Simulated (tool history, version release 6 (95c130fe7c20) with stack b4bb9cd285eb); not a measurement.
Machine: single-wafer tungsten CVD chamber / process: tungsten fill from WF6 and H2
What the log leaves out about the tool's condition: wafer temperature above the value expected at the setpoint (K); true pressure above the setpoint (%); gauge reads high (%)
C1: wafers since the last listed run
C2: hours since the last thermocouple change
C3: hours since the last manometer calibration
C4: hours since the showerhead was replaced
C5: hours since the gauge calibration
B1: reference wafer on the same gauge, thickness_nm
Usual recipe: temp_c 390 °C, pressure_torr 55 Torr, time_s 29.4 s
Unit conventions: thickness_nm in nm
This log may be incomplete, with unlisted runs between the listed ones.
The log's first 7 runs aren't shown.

{"run": 8, "hour": 548.3, "temp_c": 385, "pressure_torr": 55, "time_s": 26.9, "C1": 1325, "C2": 1566.9, "C3": 1115.7, "C4": 5479.3, "C5": 1775.7, "B1": 87.979, "thickness_nm": 82.791}
{"run": 9, "hour": 638.8, "temp_c": 385, "pressure_torr": 55, "time_s": 26.9, "C1": 1903, "C2": 1657.4, "C3": 1206.2, "C4": 5569.8, "C5": 1866.2, "B1": 87.938, "thickness_nm": 82.904}
{"run": 10, "hour": 693.3, "temp_c": 385, "pressure_torr": 55, "time_s": 26.9, "C1": 1146, "C2": 1711.9, "C3": 1260.7, "C4": 5624.3, "C5": 1920.7, "B1": 88.055, "thickness_nm": 82.733}
{"run": 11, "hour": 755.7, "temp_c": 390, "pressure_torr": 55, "time_s": 29.4, "C1": 1312, "C2": 1774.3, "C3": 1323.1, "C4": 5686.7, "C5": 1983.1, "B1": 87.97, "thickness_nm": 100.903}
{"run": 12, "hour": 821.1, "temp_c": 390, "pressure_torr": 55, "time_s": 29.4, "C1": 1375, "C2": 1839.7, "C3": 1388.5, "C4": 5752.1, "C5": 2048.5, "B1": 87.977, "thickness_nm": 101.093}
{"hour": 848.4, "done": "thermocouple changed; heater temperature recalibrated"}
{"hour": 862.2, "done": "gauge calibrated"}
{"run": 13, "hour": 922.1, "temp_c": 398, "pressure_torr": 50.7, "time_s": 29.4, "C1": 1956, "C2": 73.7, "C3": 1489.5, "C4": 5853.1, "C5": 59.9, "B1": 88.051, "thickness_nm": 115.34}
{"run": 14, "hour": 988.8, "temp_c": 398, "pressure_torr": 50.7, "time_s": 29.4, "C1": 1403, "C2": 140.4, "C3": 1556.2, "C4": 5919.8, "C5": 126.6, "B1": 88.032, "thickness_nm": 115.393}
{"run": 15, "hour": 1065.7, "temp_c": 398, "pressure_torr": 50.7, "time_s": 29.4, "C1": 1617, "C2": 217.3, "C3": 1633.1, "C4": 5996.7, "C5": 203.5, "B1": 87.992, "thickness_nm": 114.885}
{"run": 16, "hour": 1153.5, "temp_c": 390, "pressure_torr": 55, "time_s": 29.4, "C1": 1847, "C2": 305.1, "C3": 1720.9, "C4": 6084.5, "C5": 291.3, "B1": 87.935, "thickness_nm": 99.587}
{"run": 17, "hour": 1226.7, "temp_c": 398, "pressure_torr": 55, "time_s": 32.5, "C1": 1539, "C2": 378.3, "C3": 1794.1, "C4": 6157.7, "C5": 364.5, "B1": 88.004, "thickness_nm": 131.031}
{"run": 18, "hour": 1298.9, "temp_c": 390, "pressure_torr": 58.6, "time_s": 23.7, "C1": 1518, "C2": 450.5, "C3": 1866.3, "C4": 6229.9, "C5": 436.7, "B1": 88.06, "thickness_nm": 81.899}
{"run": 19, "hour": 1358.3, "temp_c": 382, "pressure_torr": 48.4, "time_s": 31.8, "C1": 1249, "C2": 509.9, "C3": 1925.7, "C4": 6289.3, "C5": 496.1, "B1": 88.002, "thickness_nm": 86.535}
{"run": 20, "hour": 1398.7, "temp_c": 390, "pressure_torr": 55, "time_s": 29.4, "C1": 849, "C2": 550.3, "C3": 1966.1, "C4": 6329.7, "C5": 536.5, "B1": 88.016, "thickness_nm": 99.949}
{"run": 21, "hour": 1456.4, "temp_c": 403, "pressure_torr": 55, "time_s": 29.4, "C1": 1213, "C2": 608, "C3": 2023.8, "C4": 6387.4, "C5": 594.2, "B1": 87.972, "thickness_nm": 131.045}
{"run": 22, "hour": 1551.6, "temp_c": 390, "pressure_torr": 55, "time_s": 29.4, "C1": 2002, "C2": 703.2, "C3": 2119, "C4": 6482.6, "C5": 689.4, "B1": 87.977, "thickness_nm": 99.545}
{"run": 23, "hour": 1596.0, "temp_c": 390, "pressure_torr": 55, "time_s": 29.4, "C1": 934, "C2": 747.6, "C3": 2163.4, "C4": 6527, "C5": 733.8, "B1": 88.01, "thickness_nm": 100.013}
{"run": 24, "hour": 1643.7, "temp_c": 390, "pressure_torr": 55, "time_s": 29.4, "C1": 1003, "C2": 795.3, "C3": 2211.1, "C4": 6574.7, "C5": 781.5, "B1": 87.996, "thickness_nm": 99.91}
{"hour": 1670.9, "done": "showerhead replaced"}
{"run": 25, "hour": 1682.0, "temp_c": 390, "pressure_torr": 55, "time_s": 29.4, "C1": 637, "C2": 833.6, "C3": 2249.4, "C4": 11.1, "C5": 819.8, "B1": 87.965, "thickness_nm": 99.691}
{"hour": 1736.2, "done": "capacitance manometer re-zeroed and calibrated"}
{"run": 26, "hour": 1783.8, "temp_c": 390, "pressure_torr": 55, "time_s": 29.4, "C1": 1973, "C2": 935.4, "C3": 47.6, "C4": 112.9, "C5": 921.6, "B1": 88.001, "thickness_nm": 101.5}
{"run": 27, "hour": 1885.1, "temp_c": 390, "pressure_torr": 48.1, "time_s": 29.4, "C1": 2131, "C2": 1036.7, "C3": 148.9, "C4": 214.2, "C5": 1022.9, "B1": 88.036, "thickness_nm": 97.339}
{"run": 28, "hour": 1976.7, "temp_c": 404, "pressure_torr": 60.2, "time_s": 26, "C1": 1926, "C2": 1128.3, "C3": 240.5, "C4": 305.8, "C5": 1114.5, "B1": 88.041, "thickness_nm": 123.755}
{"run": 29, "hour": 2020.8, "temp_c": 400, "pressure_torr": 55, "time_s": 29.4, "C1": 927, "C2": 1172.4, "C3": 284.6, "C4": 349.9, "C5": 1158.6, "B1": 87.933, "thickness_nm": 125.328}
{"run": 30, "hour": 2068.2, "temp_c": 390, "pressure_torr": 50.2, "time_s": 24, "C1": 997, "C2": 1219.8, "C3": 332, "C4": 397.3, "C5": 1206, "B1": 88.007, "thickness_nm": 80.524}
{"run": 31, "hour": 2118.4, "temp_c": 403, "pressure_torr": 55, "time_s": 33.8, "C1": 1056, "C2": 1270, "C3": 382.2, "C4": 447.5, "C5": 1256.2, "B1": 88.026, "thickness_nm": 153.873}
{"run": 32, "hour": 2197.5, "temp_c": 380, "pressure_torr": 55, "time_s": 29.4, "C1": 1664, "C2": 1349.1, "C3": 461.3, "C4": 526.6, "C5": 1335.3, "B1": 87.982, "thickness_nm": 80.899}

Predict each of these 5 candidate next runs independently; none follows another, all start after run 32:
{"run": "A", "hour": 2197.9, "temp_c": 395, "pressure_torr": 55, "time_s": 29.4, "C1": 8, "C2": 1349.5, "C3": 461.7, "C4": 527, "C5": 1335.7, "B1": "?", "thickness_nm": "?"}
{"run": "B", "hour": 2197.9, "temp_c": 378, "pressure_torr": 42.2, "time_s": 25.2, "C1": 8, "C2": 1349.5, "C3": 461.7, "C4": 527, "C5": 1335.7, "B1": "?", "thickness_nm": "?"}
{"run": "C", "hour": 2197.9, "temp_c": 390, "pressure_torr": 55, "time_s": 26.5, "C1": 8, "C2": 1349.5, "C3": 461.7, "C4": 527, "C5": 1335.7, "B1": "?", "thickness_nm": "?"}
{"run": "D", "hour": 2197.9, "temp_c": 399, "pressure_torr": 51, "time_s": 32.6, "C1": 8, "C2": 1349.5, "C3": 461.7, "C4": 527, "C5": 1335.7, "B1": "?", "thickness_nm": "?"}
{"run": "E", "hour": 2197.9, "temp_c": 390, "pressure_torr": 55, "time_s": 35.2, "C1": 8, "C2": 1349.5, "C3": 461.7, "C4": 527, "C5": 1335.7, "B1": "?", "thickness_nm": "?"}

run=A B1=88.102 thickness_nm=112.841
run=B B1=88.102 thickness_nm=60.872
run=C B1=88.102 thickness_nm=91.281
run=D B1=88.102 thickness_nm=133.029
run=E B1=88.102 thickness_nm=121.384
What these runs would have given with no unlogged condition in the tool:
run=A thickness_nm=112.061
run=B thickness_nm=60.399
run=C thickness_nm=90.636
run=D thickness_nm=132.171
run=E thickness_nm=120.526
